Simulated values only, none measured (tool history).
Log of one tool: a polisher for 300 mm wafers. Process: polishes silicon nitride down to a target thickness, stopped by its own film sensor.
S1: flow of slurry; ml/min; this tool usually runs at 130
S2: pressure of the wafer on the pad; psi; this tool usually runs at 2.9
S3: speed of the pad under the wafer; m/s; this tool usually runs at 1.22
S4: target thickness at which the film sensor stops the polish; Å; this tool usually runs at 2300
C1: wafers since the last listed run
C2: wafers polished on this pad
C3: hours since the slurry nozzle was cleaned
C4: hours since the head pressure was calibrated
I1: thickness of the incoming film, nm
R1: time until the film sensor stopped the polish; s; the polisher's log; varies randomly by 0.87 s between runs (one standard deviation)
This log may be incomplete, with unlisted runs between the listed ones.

| run | hour | S1 | S2 | S3 | S4 | C1 | C2 | C3 | C4 | I1 | R1 |
|---|---|---|---|---|---|---|---|---|---|---|---|
| 1 | 0 | 130 | 2.9 | 1.22 | 2300 | 0 | 1757 | 102.5 | 436.9 | 362.9 | 104.6 |
|  | 37.7 | worn pad replaced by a new one |
| 2 | 51.1 | 130 | 2.9 | 1.22 | 2300 | 307 | 87 | 153.6 | 488 | 356.6 | 103.2 |
| 3 | 92.9 | 130 | 2.9 | 1.22 | 2300 | 272 | 360 | 195.4 | 529.8 | 362 | 107.7 |
| 4 | 162.2 | 130 | 2.9 | 1.22 | 2300 | 452 | 813 | 264.7 | 599.1 | 355.3 | 104.4 |
|  | 188.2 | slurry nozzle cleaned |
| 5 | 206.9 | 130 | 2.9 | 1.22 | 2300 | 285 | 1098 | 18.7 | 643.8 | 361.8 | 101 |
| 6 | 256 | 130 | 2.9 | 1.22 | 2430 | 320 | 1419 | 67.8 | 692.9 | 355.7 | 88.9 |
| 7 | 285.8 | 100 | 2.9 | 1.22 | 2300 | 194 | 1614 | 97.6 | 722.7 | 360.5 | 113.2 |
| 8 | 317.3 | 130 | 2.9 | 1.22 | 2300 | 205 | 1819 | 129.1 | 754.2 | 359.3 | 103.7 |
| 9 | 364.7 | 130 | 2.9 | 1.22 | 2300 | 309 | 2129 | 176.5 | 801.6 | 352.2 | 99.8 |
|  | 387.8 | worn pad replaced by a new one |
| 10 | 415.6 | 130 | 2.9 | 1.22 | 2300 | 306 | 181 | 227.4 | 852.5 | 354.3 | 103.4 |
| 11 | 452.6 | 130 | 2.9 | 1.22 | 2300 | 241 | 423 | 264.4 | 889.5 | 360 | 106.7 |
|  | 516.8 | head pressure recalibrated |
| 12 | 517.3 | 130 | 2.9 | 1.22 | 2300 | 409 | 832 | 329.1 | 0.5 | 355.9 | 105 |
|  | 530.1 | slurry nozzle cleaned |
| 13 | 577.3 | 130 | 2.9 | 1.22 | 2300 | 385 | 1218 | 47.2 | 60.5 | 358.5 | 101.9 |
| 14 | 634.4 | 105 | 2.9 | 1.22 | 2300 | 372 | 1590 | 104.3 | 117.6 | 364.1 | 115.6 |
| 15 | 670 | 150 | 2.9 | 1.22 | 2300 | 232 | 1823 | 139.9 | 153.2 | 362.4 | 105.4 |
| 16 | 716.3 | 150 | 2.9 | 1.22 | 2300 | 302 | 2125 | 186.2 | 199.5 | 365.2 | 110.6 |
|  | 749.4 | worn pad replaced by a new one |
| 17 | 749.9 | 130 | 3.3 | 1.22 | 2300 | 193 | 3 | 219.8 | 233.1 | 363.5 | 99.5 |
| 18 | 794.7 | 130 | 2.9 | 1.22 | 2300 | 292 | 295 | 264.6 | 277.9 | 354.8 | 107.4 |
| 19 | 834.7 | 130 | 2.9 | 1.22 | 2300 | 261 | 556 | 304.6 | 317.9 | 364.8 | 114.4 |
|  | 847.9 | slurry nozzle cleaned |
| 20 | 883.1 | 130 | 2.6 | 1.08 | 2740 | 309 | 866 | 35.2 | 366.3 | 363 | 84.3 |
| 21 | 928.5 | 160 | 2.9 | 1.22 | 2300 | 296 | 1162 | 80.6 | 411.7 | 364.8 | 104.2 |
| 22 | 963.3 | 130 | 2.9 | 1.38 | 1910 | 227 | 1390 | 115.4 | 446.5 | 364 | 124.6 |
| 23 | 1011.9 | 150 | 2.9 | 1.64 | 2300 | 317 | 1707 | 164 | 495.1 | 361.2 | 83.1 |
| 24 | 1045.2 | 160 | 2 | 1.5 | 2520 | 217 | 1924 | 197.3 | 528.4 | 358.7 | 100.6 |
| 25 | 1070.1 | 160 | 2.9 | 1.38 | 1990 | 162 | 2087 | 222.2 | 553.3 | 355.5 | 112 |
|  | 1092 | worn pad replaced by a new one |
| 26 | 1129.1 | 130 | 2.9 | 1.54 | 2300 | 359 | 242 | 281.2 | 612.3 | 362.7 | 90.7 |
|  | 1137.3 | slurry nozzle cleaned |
| 27 | 1191.4 | 130 | 2.9 | 1.02 | 2300 | 400 | 642 | 54.1 | 674.6 | 360.1 | 117.8 |
| 28 | 1249.6 | 150 | 2.9 | 1.22 | 2300 | 380 | 1022 | 112.3 | 732.8 | 367.1 | 107.7 |
| 29 | 1302.4 | 110 | 2.9 | 1.22 | 2540 | 344 | 1367 | 165.1 | 785.6 | 358.9 | 89.6 |
| 30 | 1356.9 | 130 | 2.9 | 1.22 | 2300 | 355 | 1723 | 219.6 | 840.1 | 356.9 | 106.3 |
| 31 | 1404.5 | 130 | 3.9 | 1.22 | 2300 | 310 | 2034 | 267.2 | 887.7 | 356.6 | 82.6 |
|  | 1448.7 | worn pad replaced by a new one |
| 32 | 1449.2 | 120 | 2.9 | 1.22 | 2660 | 265 | 3 | 311.9 | 932.4 | 362.4 | 83.5 |
|  | 1492.8 | head pressure recalibrated |
| 33 | 1494.8 | 130 | 2.9 | 1.22 | 2680 | 284 | 287 | 357.5 | 2 | 364 | 81.3 |
|  | 1497.4 | slurry nozzle cleaned |
| 34 | 1519.3 | 150 | 2.3 | 1.22 | 1920 | 153 | 441 | 21.9 | 26.5 | 361.5 | 155.2 |
| 35 | 1555.1 | 160 | 2.1 | 0.82 | 2740 | 233 | 675 | 57.7 | 62.3 | 361.9 | 120.9 |
| 36 | 1619.3 | 130 | 2.9 | 1.34 | 2300 | 419 | 1094 | 121.9 | 126.5 | 357.5 | 95.5 |

Pick out some run-to-run changes in R1. Of each, how much would a tool without hidden state show as well, from the settings, what came in and chance, and how much is left for the hidden state and any gauge scatter not in both results compared?
Hidden state present: removal rate lost through wear of the pad, %; slurry flow missing at the pad, %; deviation of the head's pressure from its setpoint, %.
Run 4 -> 5: slurry nozzle cleaned. R1 -3.4 s: hidden state -7.9, all else +4.5.
Run 19 -> 20: S2 2.9 -> 2.6, S3 1.22 -> 1.08, S4 2300 -> 2740, slurry nozzle cleaned. R1 -30.1 s: hidden state -10.7, all else -19.4.
Run 22 -> 23: S1 130 -> 150, S3 1.38 -> 1.64, S4 1910 -> 2300. R1 -41.5 s: hidden state -2.1, all else -39.4.
Run 33 -> 34: S1 130 -> 150, S2 2.9 -> 2.3, S4 2680 -> 1920, slurry nozzle cleaned. R1 +73.9 s: hidden state -6.2, all else +80.1.
Run 34 -> 35: S1 150 -> 160, S2 2.3 -> 2.1, S3 1.22 -> 0.82, S4 1920 -> 2740. R1 -34.3 s: hidden state +1.3, all else -35.6.
